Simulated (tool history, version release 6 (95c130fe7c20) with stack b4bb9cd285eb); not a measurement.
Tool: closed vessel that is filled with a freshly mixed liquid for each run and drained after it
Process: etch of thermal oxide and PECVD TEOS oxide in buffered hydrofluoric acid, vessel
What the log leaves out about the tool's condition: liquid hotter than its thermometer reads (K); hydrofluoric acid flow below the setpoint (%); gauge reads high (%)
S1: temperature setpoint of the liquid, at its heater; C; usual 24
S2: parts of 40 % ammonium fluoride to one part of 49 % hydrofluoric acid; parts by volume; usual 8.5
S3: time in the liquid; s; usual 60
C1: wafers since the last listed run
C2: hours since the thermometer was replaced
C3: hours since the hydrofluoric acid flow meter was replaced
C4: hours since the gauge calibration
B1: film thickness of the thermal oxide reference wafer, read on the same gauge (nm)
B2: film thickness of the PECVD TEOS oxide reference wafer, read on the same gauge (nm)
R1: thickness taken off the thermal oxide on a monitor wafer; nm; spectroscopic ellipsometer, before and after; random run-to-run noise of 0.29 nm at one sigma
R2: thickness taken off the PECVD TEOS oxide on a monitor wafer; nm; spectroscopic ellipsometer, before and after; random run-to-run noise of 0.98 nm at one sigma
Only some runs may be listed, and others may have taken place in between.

run 1 hour=0 | S1=24 S2=8.5 S3=60 | C1=0 C2=1594.7 C3=983.1 C4=373.6 | B1=39.96 B2=50.02 | R1=80.23 R2=120.68
run 2 hour=130.1 | S1=24 S2=8.5 S3=60 | C1=14311 C2=1724.8 C3=1113.2 C4=503.7 | B1=39.99 B2=49.98 | R1=79.72 R2=116.85
run 3 hour=181.9 | S1=24 S2=8.5 S3=60 | C1=5698 C2=1776.6 C3=1165 C4=555.5 | B1=39.98 B2=49.98 | R1=79.96 R2=119.07
run 4 hour=236 | S1=24 S2=8.5 S3=60 | C1=5951 C2=1830.7 C3=1219.1 C4=609.6 | B1=39.99 B2=50.02 | R1=79.87 R2=119.78
run 5 hour=283.5 | S1=24 S2=8.5 S3=60 | C1=5225 C2=1878.2 C3=1266.6 C4=657.1 | B1=40 B2=50.01 | R1=79.59 R2=117.27
run 6 hour=318.5 | S1=24 S2=8.5 S3=60 | C1=3850 C2=1913.2 C3=1301.6 C4=692.1 | B1=40 B2=50 | R1=79.41 R2=117.64
run 7 hour=381.4 | S1=24 S2=8.5 S3=60 | C1=6919 C2=1976.1 C3=1364.5 C4=755 | B1=39.98 B2=49.97 | R1=79.37 R2=118.04
run 8 hour=435.5 | S1=26 S2=8.5 S3=45 | C1=5951 C2=2030.2 C3=1418.6 C4=809.1 | B1=40 B2=50.03 | R1=66.15 R2=98.84
-- hour=480.3 thermometer replaced
run 9 hour=487.1 | S1=24 S2=8.5 S3=60 | C1=5566 C2=6.8 C3=1470.2 C4=860.7 | B1=40.04 B2=49.99 | R1=79.28 R2=117.36
run 10 hour=536.1 | S1=26.5 S2=8.5 S3=85 | C1=5390 C2=55.8 C3=1519.2 C4=909.7 | B1=39.99 B2=50.03 | R1=128.09 R2=191.26
run 11 hour=596.9 | S1=24 S2=8.5 S3=60 | C1=6688 C2=116.6 C3=1580 C4=970.5 | B1=40 B2=50 | R1=78.35 R2=118.18
-- hour=644.8 gauge calibrated
run 12 hour=655.2 | S1=26.5 S2=6.5 S3=60 | C1=6413 C2=174.9 C3=1638.3 C4=10.4 | B1=39.99 B2=49.99 | R1=119.84 R2=178.09
run 13 hour=696.6 | S1=19.5 S2=8.5 S3=35 | C1=4554 C2=216.3 C3=1679.7 C4=51.8 | B1=39.98 B2=50.02 | R1=35.72 R2=53.32
-- hour=698.8 hydrofluoric acid flow meter replaced
run 14 hour=739.2 | S1=24 S2=8.5 S3=60 | C1=4576 C2=258.9 C3=40.4 C4=94.4 | B1=39.98 B2=49.98 | R1=82.7 R2=123.58
run 15 hour=793.4 | S1=19 S2=6 S3=50 | C1=5962 C2=313.1 C3=94.6 C4=148.6 | B1=39.96 B2=49.97 | R1=73.9 R2=108.81
run 16 hour=852.7 | S1=24 S2=8.5 S3=60 | C1=6523 C2=372.4 C3=153.9 C4=207.9 | B1=39.99 B2=49.99 | R1=82.87 R2=122.94
run 17 hour=922.7 | S1=20 S2=5.5 S3=85 | C1=7700 C2=442.4 C3=223.9 C4=277.9 | B1=39.99 B2=50.01 | R1=142.35 R2=210.58
run 18 hour=962.2 | S1=24 S2=8.5 S3=60 | C1=4345 C2=481.9 C3=263.4 C4=317.4 | B1=40.02 B2=50.01 | R1=82.28 R2=124.18
run 19 hour=1007.4 | S1=22 S2=8.5 S3=35 | C1=4972 C2=527.1 C3=308.6 C4=362.6 | B1=40.01 B2=49.98 | R1=42.78 R2=62.37
run 20 hour=1040.7 | S1=24 S2=8.5 S3=50 | C1=3663 C2=560.4 C3=341.9 C4=395.9 | B1=40 B2=49.99 | R1=68.4 R2=100.27

Predict each of these 5 candidate next runs independently; none follows another, all start after run 20:
run A hour=1041.4 | S1=24 S2=8.5 S3=60 | C1=77 C2=561.1 C3=342.6 C4=396.6 | B1=? B2=? | R1=? R2=?
run B hour=1041.4 | S1=25.5 S2=8.5 S3=60 | C1=77 C2=561.1 C3=342.6 C4=396.6 | B1=? B2=? | R1=? R2=?
run C hour=1041.4 | S1=24 S2=8.5 S3=95 | C1=77 C2=561.1 C3=342.6 C4=396.6 | B1=? B2=? | R1=? R2=?
run D hour=1041.4 | S1=25.5 S2=5 S3=80 | C1=77 C2=561.1 C3=342.6 C4=396.6 | B1=? B2=? | R1=? R2=?
run E hour=1041.4 | S1=28.5 S2=5.5 S3=85 | C1=77 C2=561.1 C3=342.6 C4=396.6 | B1=? B2=? | R1=? R2=?

run=A B1=40 B2=50 R1=81.74 R2=120.02
run=B B1=40 B2=50 R1=88.66 R2=130.19
run=C B1=40 B2=50 R1=129.42 R2=190.03
run=D B1=40 B2=50 R1=195.01 R2=286.34
run=E B1=40 B2=50 R1=224.32 R2=329.37
Take away the tool's hidden state, keep each run's random variation, and the runs would have read:
run=A R1=82.84 R2=121.64
run=B R1=89.86 R2=131.95
run=C R1=131.17 R2=192.6
run=D R1=197.05 R2=289.34
run=E R1=226.69 R2=332.86

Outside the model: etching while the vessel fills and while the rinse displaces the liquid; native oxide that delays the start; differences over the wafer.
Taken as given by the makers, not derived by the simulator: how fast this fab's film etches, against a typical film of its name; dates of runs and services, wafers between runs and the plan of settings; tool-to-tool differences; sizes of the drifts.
